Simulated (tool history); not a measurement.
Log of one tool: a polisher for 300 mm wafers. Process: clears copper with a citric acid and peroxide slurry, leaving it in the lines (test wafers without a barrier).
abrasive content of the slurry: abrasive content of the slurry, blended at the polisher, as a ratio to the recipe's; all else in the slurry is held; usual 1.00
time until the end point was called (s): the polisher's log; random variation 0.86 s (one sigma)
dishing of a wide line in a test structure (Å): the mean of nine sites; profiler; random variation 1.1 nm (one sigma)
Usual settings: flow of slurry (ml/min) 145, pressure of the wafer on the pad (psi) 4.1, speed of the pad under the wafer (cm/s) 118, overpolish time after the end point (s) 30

run   hour  flow of slurry (ml/min)  pressure of the wafer on the pad (psi)  speed of the pad under the wafer (cm/s)  abrasive content of the slurry  overpolish time after the end point (s)  incoming thickness of the incoming film, nm  time until the end point was called (s)  dishing of a wide line in a test structure (Å)
  1    0.0                      145                                     4.1                                      118                            1.00                                       30                                        292.8                                     71.0                                             677
      18.2  -- worn pad replaced by a new one
  2   33.8                      145                                     4.1                                      118                            1.00                                       30                                        293.0                                     70.6                                             687
  3   61.9                      145                                     4.1                                      118                            1.00                                       30                                        297.8                                     71.9                                             691
  4   94.8                      145                                     4.1                                      118                            1.00                                       30                                        290.0                                     69.3                                             673
  5  110.8                      145                                     4.1                                      118                            1.00                                       30                                        292.7                                     69.8                                             693
     126.9  -- worn pad replaced by a new one
  6  131.8                      145                                     4.1                                      118                            1.00                                       30                                        295.0                                     71.4                                             691
     152.6  -- head pressure recalibrated
  7  155.8                      145                                     4.1                                      118                            1.00                                       36                                        291.1                                     70.0                                             774
  8  188.0                      145                                     4.1                                      118                            1.00                                       30                                        292.9                                     70.9                                             672
     191.3  -- slurry blender recalibrated
  9  213.9                      145                                     4.1                                      118                            1.00                                       30                                        296.0                                     70.7                                             673
     223.2  -- worn pad replaced by a new one
 10  245.2                      145                                     4.1                                      118                            1.00                                       30                                        297.6                                     71.2                                             665
 11  258.0                      145                                     4.1                                      118                            1.00                                       30                                        296.3                                     71.1                                             694
 12  278.1                      105                                     4.1                                      100                            1.30                                       40                                        293.5                                     85.2                                             709
 13  300.8                      120                                     4.1                                       96                            0.90                                       30                                        293.8                                     91.4                                             569
     308.4  -- slurry nozzle cleaned
 14  316.8                      145                                     4.1                                      118                            1.00                                       30                                        295.9                                     71.0                                             676
     327.2  -- worn pad replaced by a new one
 15  335.0                      145                                     4.1                                      118                            1.00                                       30                                        296.0                                     72.2                                             689
 16  356.4                      145                                     4.1                                      118                            1.00                                       30                                        289.7                                     69.8                                             694
 17  371.3                      120                                     4.1                                       96                            0.90                                       30                                        291.9                                     92.0                                             572
 18  396.5                      175                                     4.8                                      100                            1.00                                       47                                        292.7                                     70.1                                             931
     427.5  -- slurry blender recalibrated
     428.9  -- worn pad replaced by a new one
 19  430.2                      145                                     4.1                                      118                            1.25                                       30                                        295.1                                     68.3                                             696
 20  453.8                      105                                     4.1                                      118                            0.80                                       30                                        293.0                                     78.8                                             632
 21  469.1                      170                                     2.9                                      134                            1.00                                       42                                        295.9                                     80.5                                             751
 22  485.5                      145                                     3.5                                      118                            1.10                                       13                                        297.2                                     79.5                                             319

Forecast each of these 4 alternatives for the next run:
  A  486.0                      145                                     4.1                                      118                            0.75                                       30                                        295.4                                        ?                                               ?
  B  486.0                      145                                     2.7                                      118                            1.15                                       44                                        295.4                                        ?                                               ?
  C  486.0                      145                                     4.1                                      118                            1.00                                       20                                        295.4                                        ?                                               ?
  D  486.0                      145                                     4.1                                      118                            1.00                                       15                                        295.4                                        ?                                               ?

run  time until the end point was called (s)  dishing of a wide line in a test structure (Å)
  A                                     74.2                                             670
  B                                     96.3                                             704
  C                                     70.7                                             511
  D                                     70.7                                             404
Without the tool's hidden state the same runs would have given:
run  time until the end point was called (s)  dishing of a wide line in a test structure (Å)
  A                                     74.2                                             670
  B                                     96.3                                             704
  C                                     70.7                                             511
  D                                     70.7                                             404

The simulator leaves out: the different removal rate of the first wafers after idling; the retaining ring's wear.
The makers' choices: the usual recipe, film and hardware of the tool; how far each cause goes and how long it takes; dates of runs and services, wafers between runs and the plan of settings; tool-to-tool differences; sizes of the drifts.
